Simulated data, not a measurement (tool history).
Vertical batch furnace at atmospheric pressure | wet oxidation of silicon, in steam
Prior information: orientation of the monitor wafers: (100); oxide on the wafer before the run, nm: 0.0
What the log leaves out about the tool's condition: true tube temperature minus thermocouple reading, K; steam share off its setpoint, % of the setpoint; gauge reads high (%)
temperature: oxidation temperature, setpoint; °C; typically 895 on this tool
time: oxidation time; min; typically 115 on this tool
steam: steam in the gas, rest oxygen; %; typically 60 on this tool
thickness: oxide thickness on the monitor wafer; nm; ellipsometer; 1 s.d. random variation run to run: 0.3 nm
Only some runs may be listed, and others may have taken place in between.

run   hour  temperature   time  steam  wafers since the last listed run  hours since the last temperature calibration  hours since the steam generator was serviced  hours since the gauge calibration  read-back reference wafer on the same gauge, thickness  thickness
  1      0          895    115     60                                 0                                        3146.4                                        3210.4                                 37                                                  154.99     165.27
  2   15.4          895    115     60                               238                                        3161.8                                        3225.8                               52.4                                                  155.04     165.92
  3   23.2          895    115     55                               120                                        3169.6                                        3233.6                               60.2                                                  155.02     153.07
  4   37.4          895    115     68                               220                                        3183.8                                        3247.8                               74.4                                                  154.97     184.45
  5   44.8          895    115     68                               114                                        3191.2                                        3255.2                               81.8                                                  154.99     184.44
  6   54.3          895    115     68                               147                                        3200.7                                        3264.7                               91.3                                                  155.02     184.54
  7   64.9          895    115     60                               164                                        3211.3                                        3275.3                              101.9                                                  155.11     165.79
  8   79.7          895    115     60                               229                                        3226.1                                        3290.1                              116.7                                                  155.06     165.77
  9   94.5          895    115     60                               229                                        3240.9                                        3304.9                              131.5                                                  154.92     165.62
 10  126.1          895    115     60                               489                                        3272.5                                        3336.5                              163.1                                                  155.02     165.74
 11  137.1          895    115     60                               170                                        3283.5                                        3347.5                              174.1                                                  154.89     165.52
 12  188.9          895    115     60                               802                                        3335.3                                        3399.3                              225.9                                                  154.97     165.54
 13  197.7          895    115     60                               136                                        3344.1                                        3408.1                              234.7                                                  155.08     165.94
 14  215.7          895    115     60                               278                                        3362.1                                        3426.1                              252.7                                                  155.02     165.57
     244.2  -- gauge calibrated
     245.5  -- thermocouples replaced and temperature profile calibrated
 15    246          895    115     50                                97                                           0.5                                        3456.4                                1.8                                                  155.07     132.29
 16  250.9          916     95     54                                75                                           5.4                                        3461.3                                6.7                                                  154.93     158.28
 17    262          895  171.5     60                               171                                          16.5                                        3472.4                               17.8                                                  154.84     221.44
 18  281.4          895  133.5     66                               300                                          35.9                                        3491.8                               37.2                                                  154.94     193.99
 19  290.8          920     82     60                               145                                          45.3                                        3501.2                               46.6                                                  155.04     159.82
     320.7  -- steam generator serviced
 20  321.2          895    115     60                                99                                          75.7                                           0.5                                 77                                                  155.06     157.28

Forecast run 21:
 21  326.1          917   115     68                                75                                          80.6                                           5.4                               81.9                                                       ?          ?

Run 21 measured read-back reference wafer on the same gauge, thickness 154.97, thickness 231.3 nm.
If the tool had no hidden condition, the same run with the same run-to-run variation would have returned thickness 229.89 nm.

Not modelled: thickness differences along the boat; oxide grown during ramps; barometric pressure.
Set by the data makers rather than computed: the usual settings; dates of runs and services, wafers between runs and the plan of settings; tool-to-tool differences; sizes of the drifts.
